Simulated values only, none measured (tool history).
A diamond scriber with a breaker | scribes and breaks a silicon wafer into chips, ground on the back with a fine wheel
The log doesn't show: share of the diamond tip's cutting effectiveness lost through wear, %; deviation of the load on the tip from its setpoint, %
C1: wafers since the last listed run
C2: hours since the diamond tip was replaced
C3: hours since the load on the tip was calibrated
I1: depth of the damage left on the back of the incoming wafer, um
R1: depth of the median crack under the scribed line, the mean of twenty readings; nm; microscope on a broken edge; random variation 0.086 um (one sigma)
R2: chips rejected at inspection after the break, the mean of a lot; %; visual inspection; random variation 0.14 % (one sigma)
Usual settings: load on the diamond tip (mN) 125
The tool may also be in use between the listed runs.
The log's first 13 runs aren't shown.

Run 14, hour 564.4: usual settings but load on the diamond tip (mN) 108; C1 105; C2 909.5; C3 865.9; I1 2.22. Result: R1 6790 nm, R2 11.05 %.
Run 15, hour 596.8: usual settings but load on the diamond tip (mN) 108; C1 60; C2 941.9; C3 898.3; I1 2.61. Result: R1 6850 nm, R2 13.89 %.
Run 16, hour 632.4: usual settings; C1 66; C2 977.5; C3 933.9; I1 2.09. Result: R1 7800 nm, R2 2.67 %.
Run 17, hour 701.2: usual settings but load on the diamond tip (mN) 105; C1 128; C2 1046.3; C3 1002.7; I1 2.37. Result: R1 6690 nm, R2 14.63 %.
Run 18, hour 759.1: usual settings but load on the diamond tip (mN) 87; C1 107; C2 1104.2; C3 1060.6; I1 1.85. Result: R1 5660 nm, R2 36.95 %.
Run 19, hour 827.3: usual settings but load on the diamond tip (mN) 159; C1 127; C2 1172.4; C3 1128.8; I1 2.81. Result: R1 9310 nm, R2 9.02 %.
At hour 850.4: diamond tip replaced by a new one, of another model than before.
Run 20, hour 862.1: usual settings but load on the diamond tip (mN) 92; C1 61; C2 11.7; C3 1163.6; I1 2.84. Result: R1 6340 nm, R2 23.98 %.
Run 21, hour 900.1: usual settings but load on the diamond tip (mN) 151; C1 70; C2 49.7; C3 1201.6; I1 2.72. Result: R1 8690 nm, R2 5.43 %.
Run 22, hour 929.7: usual settings; C1 55; C2 79.3; C3 1231.2; I1 1.66. Result: R1 7670 nm, R2 2.01 %.
Run 23, hour 983.8: usual settings but load on the diamond tip (mN) 106; C1 100; C2 133.4; C3 1285.3; I1 2.86. Result: R1 6940 nm, R2 13.43 %.
Run 24, hour 1041.4: usual settings; C1 107; C2 191; C3 1342.9; I1 1.52. Result: R1 7760 nm, R2 1.8 %.
Run 25, hour 1095.9: usual settings but load on the diamond tip (mN) 97; C1 101; C2 245.5; C3 1397.4; I1 1.56. Result: R1 6580 nm, R2 13.9 %.
Run 26, hour 1164.6: usual settings but load on the diamond tip (mN) 115; C1 128; C2 314.2; C3 1466.1; I1 2.04. Result: R1 7260 nm, R2 5.15 %.
At hour 1175.4: load on the tip recalibrated.
Run 27, hour 1188.8: usual settings but load on the diamond tip (mN) 160; C1 41; C2 338.4; C3 13.4; I1 2.63. Result: R1 9310 nm, R2 9.48 %.
Run 28, hour 1247.9: usual settings but load on the diamond tip (mN) 148; C1 110; C2 397.5; C3 72.5; I1 2.8. Result: R1 9120 nm, R2 6.5 %.
Run 29, hour 1299.6: usual settings but load on the diamond tip (mN) 156; C1 96; C2 449.2; C3 124.2; I1 2.01. Result: R1 9260 nm, R2 6.89 %.
Run 30, hour 1370.4: usual settings but load on the diamond tip (mN) 138; C1 131; C2 520; C3 195; I1 2.03. Result: R1 8520 nm, R2 2.62 %.
Run 31, hour 1539.2: usual settings but load on the diamond tip (mN) 112; C1 314; C2 688.8; C3 363.8; I1 1.99. Result: R1 7230 nm, R2 5.05 %.
Run 32, hour 1593: usual settings but load on the diamond tip (mN) 110; C1 100; C2 742.6; C3 417.6; I1 2.8. Result: R1 7310 nm, R2 8.91 %.
Run 33, hour 1656: usual settings; C1 117; C2 805.6; C3 480.6; I1 2.58. Result: R1 7880 nm, R2 3.69 %.

Forecast run 34:
Run 34, hour 1717.7: usual settings but load on the diamond tip (mN) 163; C1 114; C2 867.3; C3 542.3; I1 2.5. Result: R1 ?, R2 ?.

R1: 9210 nm
R2: 8.78 %
Without the tool's hidden state the same run would have given R1 9470 nm, R2 11.26 %.
